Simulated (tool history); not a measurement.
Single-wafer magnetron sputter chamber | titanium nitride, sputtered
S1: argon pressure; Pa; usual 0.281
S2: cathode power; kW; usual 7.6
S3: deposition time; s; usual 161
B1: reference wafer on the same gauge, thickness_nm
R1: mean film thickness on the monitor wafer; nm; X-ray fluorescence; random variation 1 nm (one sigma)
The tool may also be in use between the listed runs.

run 1 day=0 | S1=0.281 S2=7.6 S3=143 | B1=227.328 | R1=213.081
-- day=2.475 sputter target and shields replaced
run 2 day=2.496 | S1=0.281 S2=7.6 S3=143 | B1=226.978 | R1=217.115
run 3 day=4.45 | S1=0.281 S2=7.6 S3=143 | B1=226.814 | R1=217.101
run 4 day=7.346 | S1=0.281 S2=7.6 S3=137 | B1=226.64 | R1=207.623
run 5 day=10.208 | S1=0.281 S2=7.6 S3=137 | B1=226.823 | R1=207.686
run 6 day=13.638 | S1=0.281 S2=7.6 S3=137 | B1=226.785 | R1=208.311
-- day=15.321 gauge calibrated
run 7 day=17.396 | S1=0.281 S2=7.6 S3=161 | B1=226.805 | R1=243.199
-- day=19.317 magnet pack replaced
run 8 day=21.825 | S1=0.281 S2=7.6 S3=161 | B1=227.139 | R1=242.412
run 9 day=25.979 | S1=0.353 S2=5.9 S3=133 | B1=227.331 | R1=150.677
run 10 day=28.962 | S1=0.182 S2=7.6 S3=161 | B1=226.932 | R1=248.105
-- day=30.492 capacitance manometer re-zeroed and calibrated
-- day=33.054 sputter target and shields replaced
run 11 day=33.075 | S1=0.353 S2=5.9 S3=133 | B1=226.821 | R1=152.692
run 12 day=36.125 | S1=0.319 S2=8.85 S3=140 | B1=227.107 | R1=244.248
-- day=37.596 gauge calibrated
run 13 day=38.196 | S1=0.186 S2=9.3 S3=173 | B1=226.814 | R1=333.801
run 14 day=40.496 | S1=0.281 S2=7.6 S3=137 | B1=227.111 | R1=208.61

Run 15 comes next. What will it give?
run 15 day=43.962 | S1=0.332 S2=8.85 S3=136 | B1=? | R1=?

B1: 227.014
R1: 234.107 nm
Without the tool's hidden state the same run would have given R1 235.824 nm.

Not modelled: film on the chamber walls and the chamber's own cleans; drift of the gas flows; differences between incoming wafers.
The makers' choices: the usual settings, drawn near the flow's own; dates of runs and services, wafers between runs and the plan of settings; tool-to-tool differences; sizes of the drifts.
